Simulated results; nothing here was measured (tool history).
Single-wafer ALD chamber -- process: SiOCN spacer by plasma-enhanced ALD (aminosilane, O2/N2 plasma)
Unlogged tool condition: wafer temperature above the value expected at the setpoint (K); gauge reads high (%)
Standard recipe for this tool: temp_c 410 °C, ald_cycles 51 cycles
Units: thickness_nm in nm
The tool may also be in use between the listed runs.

run    hour  temp_c  ald_cycles  wafers since the last listed run  hours since the last thermocouple change  hours since the gauge calibration  read-back reference wafer on the same gauge, thickness_nm  thickness_nm
  1     0.0     401          51                                 0                                    1212.4                             1012.9                                                      2.988         2.954
  2   303.1     410          51                              1770                                    1515.5                             1316.0                                                      2.999         2.868
  3   421.8     416          51                               693                                    1634.2                             1434.7                                                      2.991         2.812
  4   469.5     416          51                               278                                    1681.9                             1482.4                                                      2.988         2.805
  5   515.5     410          51                               268                                    1727.9                             1528.4                                                      2.994         2.858
      538.7  -- thermocouple changed; heater temperature recalibrated
  6   566.8     410          51                               252                                      28.1                             1579.7                                                      2.997         2.928
  7   656.3     410          51                               522                                     117.6                             1669.2                                                      2.988         2.944
  8   747.7     410          51                               533                                     209.0                             1760.6                                                      2.992         2.914
  9   817.7     410          51                               408                                     279.0                             1830.6                                                      2.993         2.918
 10   923.0     410          51                               614                                     384.3                             1935.9                                                      2.994         2.895
 11  1020.1     410          51                               567                                     481.4                             2033.0                                                      2.995         2.902
 12  1089.9     410          51                               407                                     551.2                             2102.8                                                      2.995         2.931
 13  1157.7     410          51                               395                                     619.0                             2170.6                                                      2.995         2.883
 14  1262.1     410          51                               609                                     723.4                             2275.0                                                      2.999         2.881
     1314.6  -- gauge calibrated
 15  1356.0     410          51                               548                                     817.3                               41.4                                                      2.997         2.884
 16  1439.6     410          51                               488                                     900.9                              125.0                                                      2.984         2.891
 17  1496.6     410          51                               332                                     957.9                              182.0                                                      2.994         2.894
 18  1575.3     397          51                               459                                    1036.6                              260.7                                                      2.985         3.016
 19  1612.4     424          51                               216                                    1073.7                              297.8                                                      2.993         2.746
 20  1714.8     415          51                               598                                    1176.1                              400.2                                                      2.986         2.819
 21  1886.7     416          54                              1003                                    1348.0                              572.1                                                      2.991         2.993
 22  1962.0     406          46                               439                                    1423.3                              647.4                                                      2.994         2.639
 23  2057.5     425          43                               557                                    1518.8                              742.9                                                      2.991         2.292
     2095.8  -- thermocouple changed; heater temperature recalibrated
 24  2096.3     403          43                               179                                       0.5                              781.7                                                      2.987         2.549
 25  2152.8     403          43                               329                                      57.0                              838.2                                                      2.991         2.524
 26  2191.8     424          45                               227                                      96.0                              877.2                                                      2.991         2.452

The next listed run, before its measurement:
 27  2309.7     405          51                               688                                     213.9                              995.1                                                          ?             ?

{"run 27": {"read-back reference wafer on the same gauge, thickness_nm": 2.995, "thickness_nm": 2.976}}
With no hidden state in the tool, this same run would have given thickness_nm 2.993 nm.

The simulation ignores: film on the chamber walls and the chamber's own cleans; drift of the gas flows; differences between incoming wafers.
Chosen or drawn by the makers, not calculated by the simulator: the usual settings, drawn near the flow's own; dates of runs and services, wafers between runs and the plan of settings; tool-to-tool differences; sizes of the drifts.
